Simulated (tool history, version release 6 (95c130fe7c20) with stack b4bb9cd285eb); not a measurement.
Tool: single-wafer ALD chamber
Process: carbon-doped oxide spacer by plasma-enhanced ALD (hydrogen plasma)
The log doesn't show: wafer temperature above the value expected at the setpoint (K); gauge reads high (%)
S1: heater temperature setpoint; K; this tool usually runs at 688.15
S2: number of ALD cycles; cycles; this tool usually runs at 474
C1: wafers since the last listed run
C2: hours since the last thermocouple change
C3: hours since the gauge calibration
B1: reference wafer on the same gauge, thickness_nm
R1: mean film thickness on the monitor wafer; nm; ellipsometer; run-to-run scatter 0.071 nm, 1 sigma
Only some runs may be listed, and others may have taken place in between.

run,hour,S1,S2,C1,C2,C3,B1,R1
1,0.0,681.15,474,0,1103.8,985.9,23.029,21.354
2,62.9,681.15,474,51,1166.7,1048.8,23.004,21.355
# hour 226.9: thermocouple changed; heater temperature recalibrated
3,257.3,681.15,474,153,30.4,1243.2,22.995,21.690
4,324.1,688.15,474,55,97.2,1310.0,23.007,21.196
5,383.2,688.15,474,48,156.3,1369.1,22.976,21.114
6,467.2,688.15,474,69,240.3,1453.1,23.004,20.985
7,551.3,688.15,474,69,324.4,1537.2,22.989,21.110
8,815.3,688.15,474,217,588.4,1801.2,22.978,20.929
9,896.2,688.15,474,66,669.3,1882.1,23.005,20.980
10,942.8,688.15,546,38,715.9,1928.7,23.008,24.165
11,1033.0,688.15,546,74,806.1,2018.9,23.017,24.098
12,1095.2,688.15,546,51,868.3,2081.1,23.001,24.189
13,1200.1,688.15,494,86,973.2,2186.0,23.012,21.874
14,1285.2,688.15,494,70,1058.3,2271.1,22.988,21.731
15,1392.4,688.15,474,88,1165.5,2378.3,23.001,20.904
16,1496.8,675.15,533,86,1269.9,2482.7,23.005,24.369
17,1602.0,698.15,538,86,1375.1,2587.9,22.971,22.875
# hour 1626.1: thermocouple changed; heater temperature recalibrated
18,1702.0,700.15,426,75,75.9,2687.9,22.965,18.482
# hour 1714.3: gauge calibrated
19,1801.4,688.15,474,81,175.3,87.1,23.002,20.980
20,1894.9,697.15,524,77,268.8,180.6,23.018,22.708
21,2001.0,688.15,474,87,374.9,286.7,23.001,21.034
22,2061.7,688.15,526,50,435.6,347.4,23.019,23.291
23,2099.0,688.15,474,30,472.9,384.7,22.995,20.950
24,2202.7,683.15,516,85,576.6,488.4,22.997,23.193
25,2260.6,701.15,558,47,634.5,546.3,22.992,23.809
26,2367.1,688.15,474,87,741.0,652.8,23.018,20.970
27,2422.4,674.15,474,45,796.3,708.1,23.008,21.686
28,2502.1,688.15,564,65,876.0,787.8,23.001,24.872

4 options for the next run, each taken on its own from the tool as it stands now. Forecast them:
A,2503.2,688.15,474,0,877.1,788.9,?,?
B,2503.2,700.15,425,0,877.1,788.9,?,?
C,2503.2,693.15,414,0,877.1,788.9,?,?
D,2503.2,703.15,548,0,877.1,788.9,?,?

run,B1,R1
A,22.990,20.972
B,22.990,18.171
C,22.990,18.061
D,22.990,23.226
Take away the tool's hidden state, keep each run's random variation, and the runs would have read:
run,R1
A,21.299
B,18.463
C,18.345
D,23.603

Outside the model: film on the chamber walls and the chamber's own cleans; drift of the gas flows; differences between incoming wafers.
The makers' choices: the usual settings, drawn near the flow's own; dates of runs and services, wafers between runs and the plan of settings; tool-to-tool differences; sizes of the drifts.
